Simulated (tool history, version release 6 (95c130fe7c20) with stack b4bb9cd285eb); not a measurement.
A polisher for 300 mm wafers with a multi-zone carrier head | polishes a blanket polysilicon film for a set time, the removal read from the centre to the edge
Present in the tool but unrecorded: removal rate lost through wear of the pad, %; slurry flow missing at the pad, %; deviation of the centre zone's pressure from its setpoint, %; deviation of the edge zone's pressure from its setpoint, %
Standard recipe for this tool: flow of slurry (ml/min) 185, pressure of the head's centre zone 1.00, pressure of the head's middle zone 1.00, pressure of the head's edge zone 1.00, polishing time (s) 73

run   hour  flow of slurry (ml/min)  pressure of the head's centre zone  pressure of the head's middle zone  pressure of the head's edge zone  polishing time (s)  wafers since the last listed run  wafers polished on this pad  hours since the slurry nozzle was cleaned  hours since the centre zone pressure was calibrated  hours since the edge zone pressure was calibrated  hours since the carrier head's membrane was replaced  incoming thickness of the incoming film, nm  film removed at the wafer's centre (Å)  film removed at mid-radius (Å)  film removed at the wafer's edge (Å)
  1    0.0                      185                                1.00                                1.00                              1.00                  73                                 0                          913                                      218.8                                                719.5                                              420.2                                                 269.5                                       1870.5                                    6535                            6148                                  6078
  2  196.0                      185                                1.00                                1.00                              1.00                  73                              2446                         3360                                      414.8                                                915.5                                              616.2                                                 465.5                                       1799.2                                    6214                            5903                                  5807
     217.9  -- edge zone pressure recalibrated
  3  272.4                      185                                1.00                                1.00                              1.00                  73                               928                         4288                                      491.2                                                991.9                                               54.5                                                 541.9                                       1841.8                                    6155                            5771                                  5809
     339.9  -- slurry nozzle cleaned
     341.7  -- centre zone pressure recalibrated
  4  342.2                      185                                1.00                                1.00                              1.00                  73                               835                         5124                                        2.3                                                  0.5                                              124.3                                                 611.7                                       1825.1                                    6111                            5900                                  5740
  5  401.4                      235                                1.00                                1.00                              1.00                  73                               738                         5863                                       61.5                                                 59.7                                              183.5                                                 670.9                                       1869.3                                    6142                            5844                                  5794
  6  450.9                      185                                1.12                                1.06                              1.00                  73                               617                         6481                                      111.0                                                109.2                                              233.0                                                 720.4                                       1868.1                                    6478                            6028                                  5519
     522.6  -- worn pad replaced by a new one
     539.9  -- carrier head's membrane replaced by a new one
  7  546.7                      185                                1.00                                1.00                              1.00                  73                              1083                          238                                      206.8                                                205.0                                              328.8                                                   6.8                                       1838.8                                    6491                            6215                                  6055
  8  642.8                      165                                1.00                                1.00                              1.00                  73                              1199                         1438                                      302.9                                                301.1                                              424.9                                                 102.9                                       1820.2                                    6012                            5872                                  5843
  9  719.4                      185                                1.00                                1.00                              1.00                  73                               956                         2394                                      379.5                                                377.7                                              501.5                                                 179.5                                       1810.5                                    6312                            5939                                  5871
     773.6  -- edge zone pressure recalibrated
 10  819.8                      185                                1.00                                1.00                              1.00                  73                              1228                         3622                                      479.9                                                478.1                                               46.2                                                 279.9                                       1872.6                                    6064                            5720                                  5821
 11  879.5                      185                                1.00                                1.00                              1.07                  73                               745                         4367                                      539.6                                                537.8                                              105.9                                                 339.6                                       1846.4                                    5935                            5646                                  5889
 12  922.8                      185                                1.00                                1.00                              1.00                  73                               540                         4908                                      582.9                                                581.1                                              149.2                                                 382.9                                       1869.8                                    5932                            5544                                  5569

What will run 13 give?
      970.9  -- slurry nozzle cleaned
 13  1023.3                      185                                1.00                                1.00                              1.00                  73                              1241                         6149                                       52.4                                                681.6                                              249.7                                                 483.4                                       1846.5                                       ?                               ?                                     ?

film removed at the wafer's centre (Å): 5937
film removed at mid-radius (Å): 5418
film removed at the wafer's edge (Å): 5598
Minus the tool's unlogged condition, the same run would have read film removed at the wafer's centre (Å) 6630, film removed at mid-radius (Å) 6050, film removed at the wafer's edge (Å) 6252.
